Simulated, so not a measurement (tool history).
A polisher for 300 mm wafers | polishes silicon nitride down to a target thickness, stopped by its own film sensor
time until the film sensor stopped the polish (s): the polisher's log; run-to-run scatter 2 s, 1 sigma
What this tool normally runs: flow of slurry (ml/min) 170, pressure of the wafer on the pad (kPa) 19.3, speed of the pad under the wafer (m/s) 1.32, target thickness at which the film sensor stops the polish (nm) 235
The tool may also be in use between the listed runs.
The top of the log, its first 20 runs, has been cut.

run   hour  flow of slurry (ml/min)  pressure of the wafer on the pad (kPa)  speed of the pad under the wafer (m/s)  target thickness at which the film sensor stops the polish (nm)  incoming thickness of the incoming film, nm  time until the film sensor stopped the polish (s)
 21  505.7                      170                                    19.3                                    1.32                                                              235                                        426.9                                              107.8
 22  524.9                      170                                    19.3                                    1.32                                                              235                                        413.6                                              101.2
 23  547.3                      200                                    22.8                                    1.32                                                              217                                        419.2                                               98.3
     566.2  -- worn pad replaced by a new one
 24  575.2                      140                                    19.3                                    0.94                                                              235                                        413.6                                              135.8
 25  602.3                      170                                    19.3                                    1.32                                                              218                                        414.6                                                111
 26  634.6                      170                                    19.3                                    1.18                                                              193                                        424.4                                              146.6
 27  661.9                      200                                    19.3                                    1.32                                                              300                                        417.5                                               68.8
 28  691.6                      130                                    19.3                                    0.92                                                              235                                        417.2                                              156.5
 29  715.3                      170                                    24.1                                    1.32                                                              235                                        426.6                                               94.8
     728.2  -- worn pad replaced by a new one
 30  729.2                      170                                    19.3                                    1.56                                                              235                                        418.5                                               94.1
 31  758.5                      170                                    13.8                                    1.76                                                              262                                        426.4                                               98.9

Predict each of these 4 candidate next runs independently; none follows another, all start after run 31:
  A   759                      170                                    24.8                                    1.32                                                              235                                        417.5                                                  ?
  B   759                      170                                    19.3                                    1.32                                                              178                                        417.5                                                  ?
  C   759                      135                                    19.3                                    1.32                                                              285                                        417.5                                                  ?
  D   759                      230                                    15.9                                    0.88                                                              300                                        417.5                                                  ?

run  time until the film sensor stopped the polish (s)
  A                                               90.4
  B                                              145.4
  C                                               84.6
  D                                                109
Stripped of hidden state, with their random variation kept, the same runs would have yielded:
run  time until the film sensor stopped the polish (s)
  A                                               84.9
  B                                              136.5
  C                                               78.3
  D                                              103.8

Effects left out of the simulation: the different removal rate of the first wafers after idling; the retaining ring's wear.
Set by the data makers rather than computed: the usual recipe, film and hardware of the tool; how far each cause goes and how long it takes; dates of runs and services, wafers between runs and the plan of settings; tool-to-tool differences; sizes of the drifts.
